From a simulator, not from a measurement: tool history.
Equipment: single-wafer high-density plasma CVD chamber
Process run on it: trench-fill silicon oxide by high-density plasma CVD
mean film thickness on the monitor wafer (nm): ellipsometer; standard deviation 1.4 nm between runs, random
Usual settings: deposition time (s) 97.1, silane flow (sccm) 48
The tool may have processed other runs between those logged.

run	day	deposition time (s)	silane flow (sccm)	wafers since the last listed run	hours since the silane flow controller was replaced	hours since the gauge calibration	read-back reference wafer on the same gauge, thickness_nm	mean film thickness on the monitor wafer (nm)
1	0	97.1	48	0	4421.2	845.7	484.016	440.011
2	4.221	97.1	48	1681	4522.5	947	484.083	443.146
3	8.067	97.1	48	1532	4614.8	1039.3	484.072	437.958
4	10.775	97.1	48	1078	4679.8	1104.3	484.153	437.618
# day 14.754: gauge calibrated
5	15.092	97.1	48	1719	4783.4	8.1	484.066	437.049
6	18.317	82	45	1284	4860.8	85.5	483.952	345.773
7	20.088	82	45	705	4903.3	128	483.901	343.224
8	22.417	111.3	48	927	4959.2	183.9	484.274	500.403
9	24.383	111.3	48	783	5006.4	231.1	483.995	495.461
10	27.338	111.3	48	1176	5077.3	302	484.22	496.029
11	30.346	97.1	48	1198	5149.5	374.2	484.469	433.356
12	33.683	97.1	48	1329	5229.6	454.3	484.034	428.634
# day 36.1: silane flow controller replaced
13	37.567	113.2	42	1414	35.2	547.5	484.041	472.667
14	42.983	83.5	44	2157	165.2	677.5	484.036	365.732
15	46.367	77.8	55	1347	246.4	758.7	483.966	427.06
16	50.462	104.8	48	1631	344.7	857	484.114	501.819
17	52.375	108.7	44	761	390.6	902.9	483.896	475.583
# day 54.612: gauge calibrated
18	56.329	97.1	57	1575	485.5	41.2	483.554	548.8
19	60.517	89.9	41	1668	586	141.7	483.879	367.381
20	63.404	115.2	56	1150	655.3	211	483.856	643.865
21	65.833	97.1	48	967	713.6	269.3	484.026	462.13
22	70.221	78.8	48	1747	818.9	374.6	483.882	377.208
23	71.775	97.1	48	619	856.2	411.9	483.972	463.916
24	76.225	114.2	57	1772	963	518.7	483.91	647.086
25	77.908	82	42	670	1003.4	559.1	484.033	341.952

List, for all runs, the conditions of the tool that the log does not record:
gauge reads high (%): 0 on each run
H1: delivered silane flow above the setpoint (%)
run	H1
1	-4.79
2	-5.03
3	-5.25
4	-5.41
5	-5.67
6	-5.87
7	-5.98
8	-6.12
9	-6.24
10	-6.43
11	-6.63
12	-6.85
13	0.243
14	0.236
15	0.227
16	0.212
17	0.203
18	0.181
19	0.152
20	0.13
21	0.109
22	0.0661
23	0.0496
24	-0.00173
25	-0.0227
